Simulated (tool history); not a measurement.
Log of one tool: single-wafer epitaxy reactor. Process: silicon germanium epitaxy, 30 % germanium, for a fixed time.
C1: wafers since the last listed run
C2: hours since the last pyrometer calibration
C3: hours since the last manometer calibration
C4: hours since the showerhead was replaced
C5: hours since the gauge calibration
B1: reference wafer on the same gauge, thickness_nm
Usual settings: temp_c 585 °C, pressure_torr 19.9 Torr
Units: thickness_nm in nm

{"run": 1, "hour": 0.0, "temp_c": 580, "pressure_torr": 19.9, "C1": 0, "C2": 1426.4, "C3": 1584.8, "C4": 5540.2, "C5": 78.2, "B1": 47.542, "thickness_nm": 46.955}
{"run": 2, "hour": 12.6, "temp_c": 580, "pressure_torr": 19.9, "C1": 215, "C2": 1439.0, "C3": 1597.4, "C4": 5552.8, "C5": 90.8, "B1": 47.447, "thickness_nm": 47.245}
{"run": 3, "hour": 35.9, "temp_c": 585, "pressure_torr": 19.9, "C1": 397, "C2": 1462.3, "C3": 1620.7, "C4": 5576.1, "C5": 114.1, "B1": 47.484, "thickness_nm": 51.396}
{"run": 4, "hour": 45.9, "temp_c": 585, "pressure_torr": 19.9, "C1": 170, "C2": 1472.3, "C3": 1630.7, "C4": 5586.1, "C5": 124.1, "B1": 47.524, "thickness_nm": 51.382}
{"run": 5, "hour": 59.8, "temp_c": 585, "pressure_torr": 19.9, "C1": 237, "C2": 1486.2, "C3": 1644.6, "C4": 5600.0, "C5": 138.0, "B1": 47.514, "thickness_nm": 51.346}
{"run": 6, "hour": 73.8, "temp_c": 585, "pressure_torr": 19.9, "C1": 239, "C2": 1500.2, "C3": 1658.6, "C4": 5614.0, "C5": 152.0, "B1": 47.533, "thickness_nm": 51.609}
{"hour": 76.4, "done": "gauge calibrated"}
{"run": 7, "hour": 84.9, "temp_c": 585, "pressure_torr": 19.9, "C1": 189, "C2": 1511.3, "C3": 1669.7, "C4": 5625.1, "C5": 8.5, "B1": 47.499, "thickness_nm": 51.542}
{"hour": 104.0, "done": "showerhead replaced"}
{"run": 8, "hour": 104.5, "temp_c": 585, "pressure_torr": 19.9, "C1": 198, "C2": 1530.9, "C3": 1689.3, "C4": 0.5, "C5": 28.1, "B1": 47.568, "thickness_nm": 51.636}
{"run": 9, "hour": 105.1, "temp_c": 585, "pressure_torr": 19.9, "C1": 10, "C2": 1531.5, "C3": 1689.9, "C4": 1.1, "C5": 28.7, "B1": 47.404, "thickness_nm": 51.085}
{"hour": 119.5, "done": "pyrometer calibrated"}
{"run": 10, "hour": 121.6, "temp_c": 585, "pressure_torr": 19.9, "C1": 145, "C2": 2.1, "C3": 1706.4, "C4": 17.6, "C5": 45.2, "B1": 47.463, "thickness_nm": 48.218}
{"run": 11, "hour": 137.4, "temp_c": 585, "pressure_torr": 19.9, "C1": 269, "C2": 17.9, "C3": 1722.2, "C4": 33.4, "C5": 61.0, "B1": 47.53, "thickness_nm": 48.262}
{"run": 12, "hour": 153.2, "temp_c": 585, "pressure_torr": 19.9, "C1": 269, "C2": 33.7, "C3": 1738.0, "C4": 49.2, "C5": 76.8, "B1": 47.535, "thickness_nm": 48.337}
{"hour": 165.7, "done": "capacitance manometer re-zeroed and calibrated"}
{"run": 13, "hour": 168.0, "temp_c": 585, "pressure_torr": 16.7, "C1": 116, "C2": 48.5, "C3": 2.3, "C4": 64.0, "C5": 91.6, "B1": 47.492, "thickness_nm": 43.061}
{"run": 14, "hour": 178.9, "temp_c": 585, "pressure_torr": 16.7, "C1": 186, "C2": 59.4, "C3": 13.2, "C4": 74.9, "C5": 102.5, "B1": 47.454, "thickness_nm": 42.974}
{"run": 15, "hour": 185.0, "temp_c": 585, "pressure_torr": 19.9, "C1": 104, "C2": 65.5, "C3": 19.3, "C4": 81.0, "C5": 108.6, "B1": 47.453, "thickness_nm": 48.248}
{"run": 16, "hour": 192.2, "temp_c": 590, "pressure_torr": 23.8, "C1": 122, "C2": 72.7, "C3": 26.5, "C4": 88.2, "C5": 115.8, "B1": 47.571, "thickness_nm": 59.154}
{"run": 17, "hour": 202.6, "temp_c": 585, "pressure_torr": 24.7, "C1": 177, "C2": 83.1, "C3": 36.9, "C4": 98.6, "C5": 126.2, "B1": 47.502, "thickness_nm": 55.158}
{"run": 18, "hour": 209.9, "temp_c": 597, "pressure_torr": 21.4, "C1": 124, "C2": 90.4, "C3": 44.2, "C4": 105.9, "C5": 133.5, "B1": 47.553, "thickness_nm": 61.529}
{"run": 19, "hour": 231.0, "temp_c": 574, "pressure_torr": 22.9, "C1": 360, "C2": 111.5, "C3": 65.3, "C4": 127.0, "C5": 154.6, "B1": 47.444, "thickness_nm": 44.127}
{"run": 20, "hour": 247.0, "temp_c": 585, "pressure_torr": 19.9, "C1": 273, "C2": 127.5, "C3": 81.3, "C4": 143.0, "C5": 170.6, "B1": 47.601, "thickness_nm": 48.777}
{"run": 21, "hour": 260.0, "temp_c": 585, "pressure_torr": 19.9, "C1": 222, "C2": 140.5, "C3": 94.3, "C4": 156.0, "C5": 183.6, "B1": 47.509, "thickness_nm": 48.52}
{"hour": 264.1, "done": "gauge calibrated"}
{"run": 22, "hour": 271.8, "temp_c": 589, "pressure_torr": 24.8, "C1": 201, "C2": 152.3, "C3": 106.1, "C4": 167.8, "C5": 7.7, "B1": 47.523, "thickness_nm": 58.973}
{"run": 23, "hour": 288.0, "temp_c": 593, "pressure_torr": 17.0, "C1": 276, "C2": 168.5, "C3": 122.3, "C4": 184.0, "C5": 23.9, "B1": 47.48, "thickness_nm": 50.374}
{"run": 24, "hour": 298.0, "temp_c": 593, "pressure_torr": 14.9, "C1": 170, "C2": 178.5, "C3": 132.3, "C4": 194.0, "C5": 33.9, "B1": 47.554, "thickness_nm": 45.445}
{"run": 25, "hour": 305.4, "temp_c": 591, "pressure_torr": 18.6, "C1": 126, "C2": 185.9, "C3": 139.7, "C4": 201.4, "C5": 41.3, "B1": 47.502, "thickness_nm": 51.797}
{"run": 26, "hour": 316.5, "temp_c": 585, "pressure_torr": 19.9, "C1": 189, "C2": 197.0, "C3": 150.8, "C4": 212.5, "C5": 52.4, "B1": 47.488, "thickness_nm": 49.115}
{"run": 27, "hour": 323.3, "temp_c": 577, "pressure_torr": 17.2, "C1": 116, "C2": 203.8, "C3": 157.6, "C4": 219.3, "C5": 59.2, "B1": 47.512, "thickness_nm": 38.639}
{"run": 28, "hour": 338.9, "temp_c": 589, "pressure_torr": 22.8, "C1": 266, "C2": 219.4, "C3": 173.2, "C4": 234.9, "C5": 74.8, "B1": 47.441, "thickness_nm": 56.833}

The same runs without the tool's hidden state, with the same run-to-run variation:
The hidden state here: wafer temperature above the value expected at the setpoint (K); true pressure above the setpoint (%); gauge reads high (%).
run=1 thickness_nm=43.866
run=2 thickness_nm=44.105
run=3 thickness_nm=47.952
run=4 thickness_nm=47.912
run=5 thickness_nm=47.840
run=6 thickness_nm=48.048
run=7 thickness_nm=47.956
run=8 thickness_nm=47.990
run=9 thickness_nm=47.477
run=10 thickness_nm=47.844
run=11 thickness_nm=47.846
run=12 thickness_nm=47.878
run=13 thickness_nm=42.616
run=14 thickness_nm=42.503
run=15 thickness_nm=47.703
run=16 thickness_nm=58.470
run=17 thickness_nm=54.482
run=18 thickness_nm=60.768
run=19 thickness_nm=43.502
run=20 thickness_nm=48.058
run=21 thickness_nm=47.770
run=22 thickness_nm=58.031
run=23 thickness_nm=49.531
run=24 thickness_nm=44.660
run=25 thickness_nm=50.878
run=26 thickness_nm=48.202
run=27 thickness_nm=37.894
run=28 thickness_nm=55.715
